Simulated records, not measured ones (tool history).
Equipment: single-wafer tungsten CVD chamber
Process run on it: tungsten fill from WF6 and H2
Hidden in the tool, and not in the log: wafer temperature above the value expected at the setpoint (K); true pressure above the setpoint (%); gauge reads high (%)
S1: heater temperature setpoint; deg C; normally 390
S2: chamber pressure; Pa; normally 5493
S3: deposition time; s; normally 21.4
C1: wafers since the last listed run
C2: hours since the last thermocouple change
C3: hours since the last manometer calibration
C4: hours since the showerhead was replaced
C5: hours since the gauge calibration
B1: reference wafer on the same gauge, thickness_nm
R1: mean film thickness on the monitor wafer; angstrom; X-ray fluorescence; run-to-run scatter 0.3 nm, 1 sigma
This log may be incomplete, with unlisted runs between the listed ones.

run     day   S1    S2    S3    C1      C2      C3      C4      C5      B1      R1
  1       0  390  5493  21.4     0  1147.1  1245.8  4333.7   560.5  61.847  546.69
  2   2.283  390  5493  21.4   821  1201.9  1300.6  4388.5   615.3   61.81  549.73
  3   5.183  390  5493  21.4  1043  1271.5  1370.2  4458.1   684.9  61.817   557.9
  4       8  390  6479  21.4  1013  1339.1  1437.8  4525.7   752.5  61.889  622.91
  5      10  399  5493  21.4   719  1387.1  1485.8  4573.7   800.5  61.783  666.71
  6  11.538  399  5493  21.4   553    1424  1522.7  4610.6   837.4  61.816  668.95
  7  12.658  399  5493  21.4   403  1450.9  1549.6  4637.5   864.3  61.753  659.65
  8  14.196  390  4946  21.4   553  1487.8  1586.5  4674.4   901.2  61.915  505.54
  9  21.058  390  4946  21.4  2470  1652.5  1751.2  4839.1  1065.9   61.84  500.98
 10  23.825  390  4946  21.4   995  1718.9  1817.6  4905.5  1132.3  61.862  503.98
     25.629  -- gauge calibrated
 11   26.45  390  4293  24.8   944  1781.9  1880.6  4968.5    19.7  61.779   504.6
 12  27.742  395  5973    19   464  1812.9  1911.6  4999.5    50.7  61.781  575.03
 13  29.329  404  5013  17.9   571    1851  1949.7  5037.6    88.8  61.798     569
     30.654  -- showerhead replaced, of another model than before
 14  30.675  390  6653  21.4   364  1883.3    1982     0.5   121.1  61.698  617.47
     32.358  -- capacitance manometer re-zeroed and calibrated
     32.571  -- thermocouple changed; heater temperature recalibrated
 15  32.592  380  4293  19.7   492     0.5     5.6    46.5   167.1  61.822   385.8
 16  34.838  377  4973  24.5   808    54.4    59.5   100.4     221  61.768  484.66
 17  37.546  386  5493  24.7   974   119.4   124.5   165.4     286  61.817  620.03
 18  39.758  380  4293  19.7   796   172.5   177.6   218.5   339.1  61.784  388.46
 19  42.025  376  4373  21.4   815   226.9     232   272.9   393.5  61.858  377.49
 20  43.504  390  5493  21.4   532   262.4   267.5   308.4     429  61.841  586.72

Below are 4 alternative next runs, each starting from the tool's condition after run 20. Predict each:
  A  43.521  390  4600  21.4   5  262.8  267.9  308.8  429.4   ?   ?
  B  43.521  403  5493  19.4   5  262.8  267.9  308.8  429.4   ?   ?
  C  43.521  376  5493  21.4   5  262.8  267.9  308.8  429.4   ?   ?
  D  43.521  375  5493  18.6   5  262.8  267.9  308.8  429.4   ?   ?

run      B1      R1
  A  61.815  539.58
  B  61.815  698.95
  C  61.815  425.54
  D  61.815  360.97
Without the tool's hidden state the same runs would have given:
run      R1
  A  546.27
  B  707.45
  C  430.72
  D  365.36

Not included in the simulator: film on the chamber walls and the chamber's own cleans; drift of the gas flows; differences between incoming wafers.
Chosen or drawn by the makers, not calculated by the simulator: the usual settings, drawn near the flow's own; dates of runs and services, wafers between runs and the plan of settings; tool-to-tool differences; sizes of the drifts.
